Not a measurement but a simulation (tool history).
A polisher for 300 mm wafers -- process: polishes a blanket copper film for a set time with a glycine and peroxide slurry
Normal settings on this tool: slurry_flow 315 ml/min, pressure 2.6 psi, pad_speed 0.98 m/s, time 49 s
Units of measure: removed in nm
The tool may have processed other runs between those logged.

run     day  slurry_flow  pressure  pad_speed  time  incoming thickness of the incoming film, nm  removed
  1   0.000          315       2.6       0.98    49                                       1829.9    231.4
      3.438  -- head pressure recalibrated
      4.512  -- worn pad replaced by a new one
  2   4.533          315       2.6       0.98    49                                       1818.9    253.1
  3   5.429          315       2.6       0.98    49                                       1825.5    252.8
  4   6.900          315       2.6       0.98    49                                       1821.9    249.8
  5   8.429          315       2.6       0.98    49                                       1822.6    247.0
  6  10.067          315       2.6       0.98    49                                       1822.2    243.0
  7  13.046          315       2.6       0.98    49                                       1826.9    238.1
  8  15.271          315       3.3       0.98    49                                       1827.4    293.5
  9  18.200          315       3.3       0.98    49                                       1829.1    286.4
 10  19.871          315       3.3       0.98    49                                       1822.0    284.4
     20.217  -- slurry nozzle cleaned
 11  21.408          315       2.6       0.98    49                                       1835.2    223.0
 12  23.429          315       2.6       0.98    49                                       1822.2    231.9
 13  25.562          315       2.6       0.98    49                                       1842.6    223.1
     27.983  -- worn pad replaced by a new one
 14  28.183          315       2.6       0.98    49                                       1832.2    254.7
 15  30.862          315       2.9       0.98    49                                       1814.5    273.9
 16  33.812          420       2.6       0.98    49                                       1792.8    257.5
 17  36.133          355       3.2       0.98    65                                       1798.1    396.4
 18  38.242          315       2.6       0.98    49                                       1787.3    237.0
 19  40.908          315       2.6       0.98    49                                       1858.0    238.8
     42.658  -- slurry nozzle cleaned
 20  43.554          220       2.6       1.12    49                                       1833.2    253.7
     44.929  -- head pressure recalibrated
 21  45.921          315       2.3       1.20    61                                       1780.0    310.0
 22  47.567          315       2.6       0.98    55                                       1819.7    255.8
     49.033  -- worn pad replaced by a new one
 23  50.175          255       2.6       1.26    49                                       1794.4    304.4
 24  52.654          315       2.6       0.98    61                                       1832.7    306.5
 25  54.842          315       2.6       0.98    49                                       1811.7    242.8
 26  55.954          385       2.6       0.82    36                                       1807.4    156.2
 27  58.342          385       3.2       0.98    40                                       1830.4    233.7
 28  59.442          315       3.3       0.98    37                                       1838.1    215.6
 29  61.121          315       2.8       0.98    36                                       1810.8    182.2
 30  63.742          315       2.6       0.98    49                                       1817.3    230.1
 31  65.292          350       3.0       0.76    42                                       1784.8    181.7
     69.546  -- worn pad replaced by a new one
     71.033  -- slurry nozzle cleaned
 32  72.175          315       2.6       0.98    49                                       1804.8    247.0
 33  77.150          315       2.6       0.78    35                                       1801.1    142.8
 34  78.546          240       3.3       0.82    58                                       1838.9    299.2
 35  80.333          220       3.1       0.98    49                                       1846.0    264.6
 36  81.683          245       3.4       1.20    54                                       1825.7    378.2
     83.042  -- head pressure recalibrated
 37  83.554          315       2.6       0.98    49                                       1819.1    231.1
 38  85.492          315       2.6       0.98    60                                       1803.5    286.8

A few steps of removed between consecutive runs. Split each: what settings, incoming material and random variation would produce without the hidden state, and what is left over for the hidden state, along with gauge scatter present in only one of the two compared results (measured, and without hidden state):
Hidden state present: removal rate lost through wear of the pad, %; slurry flow missing at the pad, %; deviation of the head's pressure from its setpoint, %.
Run 1 -> 2: head pressure recalibrated, worn pad replaced by a new one. removed +21.7 nm: hidden state +22.8, all else -1.1.
Run 13 -> 14: worn pad replaced by a new one. removed +31.6 nm: hidden state +31.0, all else +0.6.
Run 17 -> 18: slurry_flow 355 -> 315, pressure 3.2 -> 2.6, time 65 -> 49. removed -159.4 nm: hidden state +4.3, all else -163.7.
Run 22 -> 23: slurry_flow 315 -> 255, pad_speed 0.98 -> 1.26, time 55 -> 49, worn pad replaced by a new one. removed +48.6 nm: hidden state +20.9, all else +27.7.
Run 33 -> 34: slurry_flow 315 -> 240, pressure 2.6 -> 3.3, pad_speed 0.78 -> 0.82, time 35 -> 58. removed +156.4 nm: hidden state -11.6, all else +168.0.
Run 36 -> 37: slurry_flow 245 -> 315, pressure 3.4 -> 2.6, pad_speed 1.20 -> 0.98, time 54 -> 49, head pressure recalibrated. removed -147.1 nm: hidden state +9.9, all else -157.0.

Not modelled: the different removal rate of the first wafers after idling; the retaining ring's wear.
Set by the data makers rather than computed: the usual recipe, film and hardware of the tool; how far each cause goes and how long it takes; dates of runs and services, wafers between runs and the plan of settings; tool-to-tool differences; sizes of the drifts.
